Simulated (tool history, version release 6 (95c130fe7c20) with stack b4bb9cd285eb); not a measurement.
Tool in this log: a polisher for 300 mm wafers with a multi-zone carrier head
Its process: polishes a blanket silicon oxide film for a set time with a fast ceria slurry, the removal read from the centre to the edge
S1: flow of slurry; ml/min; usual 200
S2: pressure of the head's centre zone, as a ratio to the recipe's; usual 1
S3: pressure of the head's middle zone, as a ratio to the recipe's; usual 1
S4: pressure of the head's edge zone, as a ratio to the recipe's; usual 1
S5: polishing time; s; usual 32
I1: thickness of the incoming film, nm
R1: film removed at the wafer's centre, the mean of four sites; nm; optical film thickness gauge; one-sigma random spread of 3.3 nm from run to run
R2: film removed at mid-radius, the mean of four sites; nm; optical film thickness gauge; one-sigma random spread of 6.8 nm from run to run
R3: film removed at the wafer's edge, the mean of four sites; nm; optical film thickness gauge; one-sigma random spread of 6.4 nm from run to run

run   hour   S1    S2    S3    S4  S5      I1     R1     R2     R3
  1      0  200     1     1  0.93  32  1538.5  426.6  438.8  440.3
      13.9  -- worn pad replaced by a new one
  2   14.4  200  1.08     1     1  32  1516.2  489.4  449.5  474.9
      26.9  -- slurry nozzle cleaned
  3   28.1  220     1     1  1.11  32  1517.5  466.7  470.4  519.5
  4   43.8  240  1.12     1  0.88  32  1506.2  512.6  478.8  448.4
  5   51.3  200     1     1  1.08  32  1512.4    447  448.2  489.6
  6   58.5  200     1     1  0.92  32  1520.5  441.9  447.6  446.4
  7     73  200  1.09     1     1  40  1538.1  602.1  550.9  581.7
     106.9  -- worn pad replaced by a new one
  8  107.3  135     1     1     1  32  1504.6  412.1  426.2    451
  9  115.7  200     1     1     1  32  1520.7  448.9  454.5  480.6
 10  133.6  180     1  1.09     1  32  1547.1  431.7  474.9  464.5
     142.6  -- carrier head's membrane replaced by a new one
 11  146.3  150     1     1     1  32  1508.3  403.2  417.2  442.9
 12  154.4  150     1  0.97     1  32  1495.3  400.1  397.9  447.1
 13  170.1  200     1     1     1  32    1543  429.5  437.6  459.8
 14  186.1  200  0.88  1.07  0.92  32  1512.3  379.8  456.7  435.2
     199.7  -- worn pad replaced by a new one
 15  200.2  200  1.09     1     1  40  1525.6  618.3  573.5  590.3
 16  210.9  160  0.88  0.89     1  24  1526.4  274.6  291.1  343.9
 17  219.8  180     1  1.08     1  42  1518.2  560.9  612.3  608.8
 18  228.1  200  1.09     1     1  40  1528.9  594.3  540.9  590.9
 19  242.6  200     1     1  0.91  32  1507.9  428.1  433.9  439.7
 20  249.5  200     1     1     1  32  1515.2  431.1  439.4  454.9
 21    262  150     1  1.12     1  32  1540.1  397.9  444.3  434.1

Below are 5 alternative next runs, each starting from the tool's condition after run 21. Predict each:
  A  262.4  200     1   1     1  32  1534.4   ?   ?   ?
  B  262.4  135     1   1  1.12  32  1534.4   ?   ?   ?
  C  262.4  200  0.89   1     1  35  1534.4   ?   ?   ?
  D  262.4  200  1.08   1  0.94  32  1534.4   ?   ?   ?
  E  262.4  180  0.95   1   1.1  42  1534.4   ?   ?   ?

run     R1     R2     R3
  A  428.4  437.8  459.1
  B  382.3  396.1  452.7
  C  416.6  479.2  502.2
  D  462.9  437.7  445.8
  E  520.6    562  621.6
Without the tool's hidden state the same runs would have given:
run     R1     R2     R3
  A  469.5  477.7  495.9
  B  429.1  440.9  495.1
  C  456.6  522.8  542.4
  D  507.4  477.6  481.5
  E  573.6    616  673.3

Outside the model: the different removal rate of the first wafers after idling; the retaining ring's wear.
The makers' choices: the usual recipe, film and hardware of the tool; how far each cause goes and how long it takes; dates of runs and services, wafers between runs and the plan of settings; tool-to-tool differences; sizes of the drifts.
